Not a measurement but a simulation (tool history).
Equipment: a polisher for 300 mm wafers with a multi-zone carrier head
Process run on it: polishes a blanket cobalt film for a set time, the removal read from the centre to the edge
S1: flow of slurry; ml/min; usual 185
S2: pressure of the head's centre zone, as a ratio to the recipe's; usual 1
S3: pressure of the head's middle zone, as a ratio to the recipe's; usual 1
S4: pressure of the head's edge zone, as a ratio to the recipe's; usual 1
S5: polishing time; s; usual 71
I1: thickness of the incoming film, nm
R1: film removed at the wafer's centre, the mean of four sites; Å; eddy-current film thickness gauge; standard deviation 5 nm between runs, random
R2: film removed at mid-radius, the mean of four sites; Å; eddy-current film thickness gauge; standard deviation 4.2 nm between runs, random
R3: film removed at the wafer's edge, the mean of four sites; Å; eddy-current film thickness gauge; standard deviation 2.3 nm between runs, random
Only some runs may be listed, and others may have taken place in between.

{"run": 1, "hour": 0.0, "S1": 160, "S2": 0.9, "S3": 0.95, "S4": 1, "S5": 52, "I1": 943, "R1": 2120, "R2": 2406, "R3": 2550}
{"run": 2, "hour": 40.6, "S1": 185, "S2": 1, "S3": 1, "S4": 0.94, "S5": 71, "I1": 962.3, "R1": 3400, "R2": 3553, "R3": 3400}
{"run": 3, "hour": 109.1, "S1": 185, "S2": 0.89, "S3": 0.91, "S4": 1.11, "S5": 88, "I1": 936.4, "R1": 3701, "R2": 4054, "R3": 4580}
{"hour": 193.8, "done": "centre zone pressure recalibrated"}
{"hour": 227.0, "done": "slurry nozzle cleaned"}
{"hour": 272.0, "done": "carrier head's membrane replaced by a new one"}
{"run": 4, "hour": 318.5, "S1": 185, "S2": 0.89, "S3": 0.89, "S4": 0.96, "S5": 71, "I1": 963.9, "R1": 3089, "R2": 3182, "R3": 3450}
{"run": 5, "hour": 374.6, "S1": 150, "S2": 1, "S3": 1, "S4": 1.04, "S5": 49, "I1": 963.2, "R1": 2233, "R2": 2390, "R3": 2392}
{"hour": 416.6, "done": "worn pad replaced by a new one"}
{"run": 6, "hour": 417.1, "S1": 185, "S2": 1, "S3": 1, "S4": 1, "S5": 71, "I1": 949.2, "R1": 3273, "R2": 3518, "R3": 3507}
{"hour": 438.6, "done": "edge zone pressure recalibrated"}
{"run": 7, "hour": 484.2, "S1": 185, "S2": 1, "S3": 1, "S4": 1, "S5": 71, "I1": 932.8, "R1": 3297, "R2": 3598, "R3": 3555}
{"run": 8, "hour": 526.2, "S1": 185, "S2": 1, "S3": 1.1, "S4": 1, "S5": 71, "I1": 945.2, "R1": 3315, "R2": 3874, "R3": 3502}
{"hour": 630.2, "done": "centre zone pressure recalibrated"}
{"run": 9, "hour": 734.3, "S1": 185, "S2": 1.11, "S3": 1, "S4": 1, "S5": 60, "I1": 964.1, "R1": 3315, "R2": 2988, "R3": 2954}
{"run": 10, "hour": 769.8, "S1": 230, "S2": 1, "S3": 1, "S4": 1, "S5": 95, "I1": 952, "R1": 4793, "R2": 4864, "R3": 4769}
{"run": 11, "hour": 813.0, "S1": 185, "S2": 1, "S3": 1, "S4": 0.91, "S5": 85, "I1": 942.4, "R1": 4101, "R2": 4126, "R3": 4032}
{"hour": 851.2, "done": "worn pad replaced by a new one"}
{"hour": 875.6, "done": "slurry nozzle cleaned"}
{"run": 12, "hour": 877.6, "S1": 185, "S2": 1, "S3": 0.96, "S4": 1.07, "S5": 71, "I1": 946.8, "R1": 3379, "R2": 3377, "R3": 3639}
{"run": 13, "hour": 911.4, "S1": 145, "S2": 1, "S3": 0.95, "S4": 1.06, "S5": 62, "I1": 970.4, "R1": 2808, "R2": 2748, "R3": 3096}
{"hour": 935.4, "done": "edge zone pressure recalibrated"}
{"run": 14, "hour": 981.9, "S1": 205, "S2": 1, "S3": 1, "S4": 1, "S5": 71, "I1": 959.6, "R1": 3446, "R2": 3629, "R3": 3577}
{"run": 15, "hour": 1043.5, "S1": 125, "S2": 1.05, "S3": 1, "S4": 1.11, "S5": 59, "I1": 947.7, "R1": 2620, "R2": 2764, "R3": 2918}

What does the tool deliver on the next run?
{"run": 16, "hour": 1083.9, "S1": 150, "S2": 1, "S3": 1.11, "S4": 0.93, "S5": 71, "I1": 943.4, "R1": "?", "R2": "?", "R3": "?"}

{"run 16": {"R1": 3098, "R2": 3677, "R3": 3269}}
Without the tool's hidden state the same run would have given R1 3396 Å, R2 3676 Å, R3 3269 Å.
